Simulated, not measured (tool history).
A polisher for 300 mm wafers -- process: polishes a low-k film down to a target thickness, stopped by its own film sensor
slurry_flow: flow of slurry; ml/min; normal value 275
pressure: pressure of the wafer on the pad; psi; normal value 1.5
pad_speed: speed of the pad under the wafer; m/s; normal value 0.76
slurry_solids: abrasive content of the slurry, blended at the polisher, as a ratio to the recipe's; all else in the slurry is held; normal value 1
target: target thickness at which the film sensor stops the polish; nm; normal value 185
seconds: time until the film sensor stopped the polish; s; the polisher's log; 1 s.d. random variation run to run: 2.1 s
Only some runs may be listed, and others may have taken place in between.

run,hour,slurry_flow,pressure,pad_speed,slurry_solids,target,wafers since the last listed run,wafers polished on this pad,hours since the slurry nozzle was cleaned,hours since the head pressure was calibrated,hours since the slurry blender was calibrated,hours since the conditioning disc was replaced,"incoming thickness of the incoming film, nm",seconds
1,0,275,1.5,0.76,1,185,0,40,571,565.7,152.6,66.2,220.9,138.5
2,6.4,275,1.5,0.76,1,185,41,82,577.4,572.1,159,72.6,218.8,133.9
3,15.6,275,1.5,0.76,1,185,60,143,586.6,581.3,168.2,81.8,217.7,129.3
4,26.6,275,1.5,0.76,1,185,72,215,597.6,592.3,179.2,92.8,223.3,154
5,32.7,275,1.5,0.76,1,185,40,255,603.7,598.4,185.3,98.9,218.2,131.5
6,45.6,275,1.5,0.76,1,185,84,340,616.6,611.3,198.2,111.8,219,133.7
7,57.9,275,1.5,0.76,1,185,80,420,628.9,623.6,210.5,124.1,219.8,135.7
8,72,275,1.5,0.76,1,185,92,513,643,637.7,224.6,138.2,220.7,141.9
9,87.3,275,1.8,0.76,1,185,100,613,658.3,653,239.9,153.5,215.5,100.2
# hour 94: worn pad replaced by a new one
10,99.1,275,1.5,0.76,1,185,51,33,670.1,664.8,251.7,165.3,218.3,134.8
11,111.2,275,1.5,0.76,1.25,185,79,112,682.2,676.9,263.8,177.4,216.7,110.6
# hour 122.9: head pressure recalibrated
12,141,275,1.5,0.76,1,185,182,295,712,18.1,293.6,207.2,217.9,136.4
13,158.5,275,1.6,0.9,1,185,114,410,729.5,35.6,311.1,224.7,222.1,127.7
# hour 167.5: conditioning disc replaced and pad reconditioned
14,168.2,185,1.5,0.82,1,185,50,460,739.2,45.3,320.8,0.7,221,137.8
15,184.3,275,1,0.76,1,185,105,566,755.3,61.4,336.9,16.8,219.2,191
# hour 194.9: worn pad replaced by a new one, of another model than before
16,200.5,320,1.4,0.76,1.25,185,80,36,771.5,77.6,353.1,33,221.9,128.6
# hour 204.1: slurry blender recalibrated
17,213.6,275,1.5,0.76,1,185,72,109,784.6,90.7,9.5,46.1,222,142.2
18,226.7,275,1.5,0.76,1,185,85,195,797.7,103.8,22.6,59.2,221.9,147.5
# hour 235.3: slurry nozzle cleaned
19,240.2,300,1.5,0.68,1,185,81,277,4.9,117.3,36.1,72.7,218.9,137.8
20,251.7,275,1.5,0.76,1,185,75,352,16.4,128.8,47.6,84.2,219.9,136.5
21,262.4,275,1.5,0.76,1,185,70,422,27.1,139.5,58.3,94.9,219.1,134.7
22,277.9,275,1.9,0.76,1.1,185,101,524,42.6,155,73.8,110.4,220.8,110.2
23,289.4,275,1.2,0.56,1.25,180,75,599,54.1,166.5,85.3,121.9,219.8,183.8
24,296.8,275,1.5,0.76,0.8,185,48,648,61.5,173.9,92.7,129.3,218.4,163.2
25,312,275,1,0.76,0.75,185,99,748,76.7,189.1,107.9,144.5,217.2,228.1

How the hidden state differs across the entries between the runs, from the last listed run before each to the first after it:
Run 9 -> run 10: worn pad replaced by a new one (hour 94)
  time polished since the conditioner stopped cutting, s: 219 -> 234
  measured result minus the result with no hidden state, seconds: +5.9 -> +7.4 s
Run 11 -> run 12: head pressure recalibrated (hour 122.9)
  time polished since the conditioner stopped cutting, s: 251 -> 291
  measured result minus the result with no hidden state, seconds: +6.4 -> +9.1 s
Run 13 -> run 14: conditioning disc replaced and pad reconditioned (hour 167.5)
  time polished since the conditioner stopped cutting, s: 314 -> 1.14
  measured result minus the result with no hidden state, seconds: +10.8 -> +0.1 s
Run 15 -> run 16: worn pad replaced by a new one, of another model than before (hour 194.9)
  time polished since the conditioner stopped cutting, s: 22.8 -> 44.7
  measured result minus the result with no hidden state, seconds: +0.8 -> +1.3 s
Run 16 -> run 17: slurry blender recalibrated (hour 204.1)
  time polished since the conditioner stopped cutting, s: 44.7 -> 62.3
  measured result minus the result with no hidden state, seconds: +1.3 -> +2.1 s
Run 18 -> run 19: slurry nozzle cleaned (hour 235.3)
  time polished since the conditioner stopped cutting, s: 80 -> 98.2
  measured result minus the result with no hidden state, seconds: +2.9 -> +3.1 s
